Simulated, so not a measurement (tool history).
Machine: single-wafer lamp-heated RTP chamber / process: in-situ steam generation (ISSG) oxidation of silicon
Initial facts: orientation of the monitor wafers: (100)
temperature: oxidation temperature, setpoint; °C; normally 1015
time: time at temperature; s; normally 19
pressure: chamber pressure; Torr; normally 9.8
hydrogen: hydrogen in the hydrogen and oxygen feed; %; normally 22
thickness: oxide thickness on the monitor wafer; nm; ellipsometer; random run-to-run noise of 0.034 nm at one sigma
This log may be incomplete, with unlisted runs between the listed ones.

run,hour,temperature,time,pressure,hydrogen,"read-back reference wafer on the same gauge, thickness",thickness
1,0,1015,19,9.8,22,6.444,5.791
2,24.4,1015,19,9.8,22,6.439,5.783
3,47.9,1015,19,9.8,22,6.464,5.808
4,146,1015,19,9.8,22,6.442,5.728
5,175.1,1015,19,9.8,22,6.447,5.771
6,207.7,1003,19,9.8,28,6.434,5.824
7,220.3,1003,19,9.8,28,6.464,5.766
8,238.3,1003,19,9.8,28,6.453,5.779
9,268,1015,21,9.8,22,6.442,5.999
10,299.8,1015,19,9.8,22,6.449,5.803
11,325.3,1015,19,9.8,22,6.438,5.751
12,338.3,1015,15,9.8,22,6.436,5.128
13,371.3,1015,19,9.8,22,6.447,5.752
14,402.8,1015,14,9.8,12,6.444,4.328
15,421.1,1009,19,9.2,22,6.462,5.736
16,441.4,1015,26,9.8,22,6.434,6.744
17,455,1028,19,9.8,17,6.458,5.823
18,470.4,1015,19,9.8,22,6.452,5.74
19,506.4,1015,19,9.8,22,6.451,5.813
20,525,1015,19,9.8,22,6.449,5.714
21,547.8,1015,19,9.8,22,6.43,5.775
22,566.9,1015,26,9.2,22,6.438,6.756
23,596.1,1022,14,9.4,29,6.439,5.517
24,702.4,1015,19,10.2,26,6.442,5.909
25,735.2,1015,23,8.8,27,6.45,6.757
26,752.1,1015,19,9.8,30,6.449,6.176
27,769.7,1015,26,9.8,15,6.463,6.251
28,792.4,1031,22,9.8,25,6.468,6.925
29,812.8,1032,25,8.8,29,6.45,7.739
30,826,1015,22,9.8,18,6.456,5.929

Withheld: 6 entries from between the runs. Position of each, and hidden state at the listed run before versus the listed run after:
Runs 1 to 2: hydrogen flow controller replaced (hour 23.9)
  no hidden state differs between the two runs
Runs 3 to 4: gauge calibrated (hour 108.2); pyrometer window cleaned and pyrometer calibrated (hour 145.5)
  no hidden state differs between the two runs
Runs 4 to 5: pressure gauge zeroed (hour 160.1)
  no hidden state differs between the two runs
Runs 13 to 14: pyrometer window cleaned and pyrometer calibrated (hour 396.4)
  no hidden state differs between the two runs
Runs 23 to 24: pyrometer window cleaned and pyrometer calibrated (hour 621.5)
  no hidden state differs between the two runs
